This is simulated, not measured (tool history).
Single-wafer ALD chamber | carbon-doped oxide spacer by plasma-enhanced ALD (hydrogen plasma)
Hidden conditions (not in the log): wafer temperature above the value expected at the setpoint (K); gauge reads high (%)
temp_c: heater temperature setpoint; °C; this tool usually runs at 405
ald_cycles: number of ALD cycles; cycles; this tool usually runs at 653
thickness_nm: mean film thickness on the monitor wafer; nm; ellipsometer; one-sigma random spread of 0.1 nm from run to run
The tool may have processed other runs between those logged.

run	day	temp_c	ald_cycles	wafers since the last listed run	hours since the last thermocouple change	hours since the gauge calibration	read-back reference wafer on the same gauge, thickness_nm	thickness_nm
1	0	405	756	0	520	1601.7	30.291	39.747
2	2.342	405	756	24	576.2	1657.9	30.289	39.799
3	4.208	409	624	19	621	1702.7	30.304	32.558
4	6.104	409	624	19	666.5	1748.2	30.294	32.533
5	7.929	405	653	19	710.3	1792	30.291	34.628
6	9.517	405	653	16	748.4	1830.1	30.285	34.481
7	11.829	405	604	24	803.9	1885.6	30.306	31.939
8	13.942	410	753	22	854.6	1936.3	30.29	39.29
9	16.692	405	653	28	920.6	2002.3	30.287	34.76
10	19.025	405	653	24	976.6	2058.3	30.303	34.769
11	21.45	405	653	25	1034.8	2116.5	30.289	34.601
12	29.979	411	557	89	1239.5	2321.2	30.303	29.054
# day 31.896: gauge calibrated
13	32.05	411	557	21	1289.2	3.7	30.298	28.986
14	33.583	411	557	16	1326	40.5	30.308	28.884
15	35.712	405	653	22	1377.1	91.6	30.307	34.747
16	38	405	653	24	1432	146.5	30.308	34.907
17	39.333	405	653	14	1464	178.5	30.293	34.761
18	42.258	397	653	30	1534.2	248.7	30.318	35.023
19	43.688	405	727	15	1568.5	283	30.29	38.821
20	45.629	395	778	20	1615.1	329.6	30.293	41.77
# day 46.342: thermocouple changed; heater temperature recalibrated
21	48.45	391	769	26	50.6	397.3	30.285	41.172
22	50.95	405	653	26	110.6	457.3	30.293	34.337
23	53.492	405	653	26	171.6	518.3	30.306	34.433
24	55.192	405	589	17	212.4	559.1	30.303	31.173
25	56.796	398	697	16	250.9	597.6	30.29	37.307
26	58.571	417	571	18	293.5	640.2	30.285	29.179
27	61.3	398	527	28	359	705.7	30.304	28.24
28	64.038	405	653	28	424.7	771.4	30.311	34.676
29	72.85	405	744	92	636.2	982.9	30.306	39.4
30	74.375	411	565	16	672.8	1019.5	30.296	29.381
31	76.125	405	653	18	714.8	1061.5	30.313	34.701
32	77.833	405	731	17	755.8	1102.5	30.291	38.835
33	79.242	405	653	14	789.6	1136.3	30.298	34.782
34	80.383	410	718	11	817	1163.7	30.301	37.427
35	82.221	405	604	19	861.1	1207.8	30.289	32.102
36	84.283	405	532	21	910.6	1257.3	30.306	28.382
37	86.85	405	609	26	972.2	1318.9	30.276	32.45
38	92.408	398	527	58	1105.6	1452.3	30.312	28.426
39	95.279	418	653	30	1174.5	1521.2	30.322	33.424

Run-by-run hidden state of the tool:
gauge reads high (%): 0, the same for each run
H1: wafer temperature above the value expected at the setpoint (K)
run	H1
1	-0.47
2	-0.585
3	-0.685
4	-0.794
5	-0.907
6	-1.01
7	-1.17
8	-1.33
9	-1.55
10	-1.75
11	-1.96
12	-2.83
13	-3.07
14	-3.25
15	-3.51
16	-3.79
17	-3.97
18	-4.36
19	-4.56
20	-4.84
21	-0.918
22	-0.936
23	-0.968
24	-0.997
25	-1.03
26	-1.07
27	-1.15
28	-1.25
29	-1.67
30	-1.76
31	-1.87
32	-1.98
33	-2.08
34	-2.16
35	-2.3
36	-2.46
37	-2.68
38	-3.2
39	-3.49
